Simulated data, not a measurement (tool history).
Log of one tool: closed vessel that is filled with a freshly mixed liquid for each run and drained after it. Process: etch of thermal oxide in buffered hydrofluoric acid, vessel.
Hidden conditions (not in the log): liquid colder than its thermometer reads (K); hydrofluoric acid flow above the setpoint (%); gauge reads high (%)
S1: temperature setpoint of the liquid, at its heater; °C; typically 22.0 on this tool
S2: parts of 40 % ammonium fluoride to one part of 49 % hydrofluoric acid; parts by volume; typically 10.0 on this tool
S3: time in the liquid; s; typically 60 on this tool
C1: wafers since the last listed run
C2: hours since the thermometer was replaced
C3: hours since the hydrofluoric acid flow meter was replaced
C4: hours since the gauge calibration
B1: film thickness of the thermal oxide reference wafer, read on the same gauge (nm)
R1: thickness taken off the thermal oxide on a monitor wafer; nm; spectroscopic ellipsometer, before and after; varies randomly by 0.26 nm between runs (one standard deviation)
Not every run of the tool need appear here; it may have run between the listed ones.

run 1 day=0.000 | S1=22.0 S2=12.5 S3=80 | C1=0 C2=1970.6 C3=833.9 C4=203.0 | B1=99.99 | R1=58.63
run 2 day=1.800 | S1=22.0 S2=10.0 S3=60 | C1=5482 C2=2013.8 C3=877.1 C4=246.2 | B1=100.02 | R1=54.60
run 3 day=4.317 | S1=22.0 S2=10.0 S3=60 | C1=7665 C2=2074.2 C3=937.5 C4=306.6 | B1=99.99 | R1=54.18
run 4 day=6.004 | S1=22.0 S2=10.0 S3=60 | C1=5139 C2=2114.7 C3=978.0 C4=347.1 | B1=99.99 | R1=54.19
run 5 day=7.704 | S1=22.0 S2=10.0 S3=60 | C1=5177 C2=2155.5 C3=1018.8 C4=387.9 | B1=100.00 | R1=54.52
run 6 day=9.346 | S1=22.0 S2=10.0 S3=60 | C1=5000 C2=2194.9 C3=1058.2 C4=427.3 | B1=99.99 | R1=53.87
run 7 day=11.338 | S1=22.0 S2=10.0 S3=60 | C1=6066 C2=2242.7 C3=1106.0 C4=475.1 | B1=99.99 | R1=54.54
run 8 day=15.683 | S1=22.0 S2=10.0 S3=60 | C1=13236 C2=2347.0 C3=1210.3 C4=579.4 | B1=100.00 | R1=53.84
-- day=16.808 gauge calibrated
run 9 day=18.654 | S1=22.0 S2=10.0 S3=35 | C1=9048 C2=2418.3 C3=1281.6 C4=44.3 | B1=99.98 | R1=31.36
run 10 day=20.196 | S1=22.0 S2=10.0 S3=60 | C1=4695 C2=2455.3 C3=1318.6 C4=81.3 | B1=99.99 | R1=53.24
-- day=20.904 hydrofluoric acid flow meter replaced
run 11 day=22.342 | S1=19.5 S2=7.0 S3=80 | C1=6408 C2=2506.8 C3=34.5 C4=132.8 | B1=100.01 | R1=86.93
run 12 day=24.175 | S1=17.5 S2=8.0 S3=40 | C1=5583 C2=2550.8 C3=78.5 C4=176.8 | B1=99.99 | R1=33.32
run 13 day=26.396 | S1=22.0 S2=8.0 S3=95 | C1=6764 C2=2604.1 C3=131.8 C4=230.1 | B1=99.99 | R1=102.27
-- day=28.346 thermometer replaced
run 14 day=29.175 | S1=22.0 S2=10.0 S3=60 | C1=8337 C2=19.9 C3=198.5 C4=296.8 | B1=100.00 | R1=58.27
run 15 day=37.496 | S1=25.5 S2=6.5 S3=80 | C1=25343 C2=219.6 C3=398.2 C4=496.5 | B1=100.02 | R1=139.12
run 16 day=38.792 | S1=22.0 S2=10.0 S3=60 | C1=3946 C2=250.7 C3=429.3 C4=527.6 | B1=100.02 | R1=58.43

5 options for the next run, each taken on its own from the tool as it stands now. Forecast them:
run A day=38.821 | S1=19.5 S2=10.0 S3=60 | C1=88 C2=251.4 C3=430.0 C4=528.3 | B1=? | R1=?
run B day=38.821 | S1=22.0 S2=6.0 S3=60 | C1=88 C2=251.4 C3=430.0 C4=528.3 | B1=? | R1=?
run C day=38.821 | S1=18.5 S2=11.5 S3=35 | C1=88 C2=251.4 C3=430.0 C4=528.3 | B1=? | R1=?
run D day=38.821 | S1=20.5 S2=7.0 S3=80 | C1=88 C2=251.4 C3=430.0 C4=528.3 | B1=? | R1=?
run E day=38.821 | S1=25.5 S2=10.0 S3=60 | C1=88 C2=251.4 C3=430.0 C4=528.3 | B1=? | R1=?

run=A B1=100.00 R1=50.03
run=B B1=100.00 R1=92.22
run=C B1=100.00 R1=24.07
run=D B1=100.00 R1=98.98
run=E B1=100.00 R1=69.65
Without the tool's hidden state the same runs would have given:
run=A R1=50.60
run=B R1=93.25
run=C R1=24.34
run=D R1=100.09
run=E R1=70.41

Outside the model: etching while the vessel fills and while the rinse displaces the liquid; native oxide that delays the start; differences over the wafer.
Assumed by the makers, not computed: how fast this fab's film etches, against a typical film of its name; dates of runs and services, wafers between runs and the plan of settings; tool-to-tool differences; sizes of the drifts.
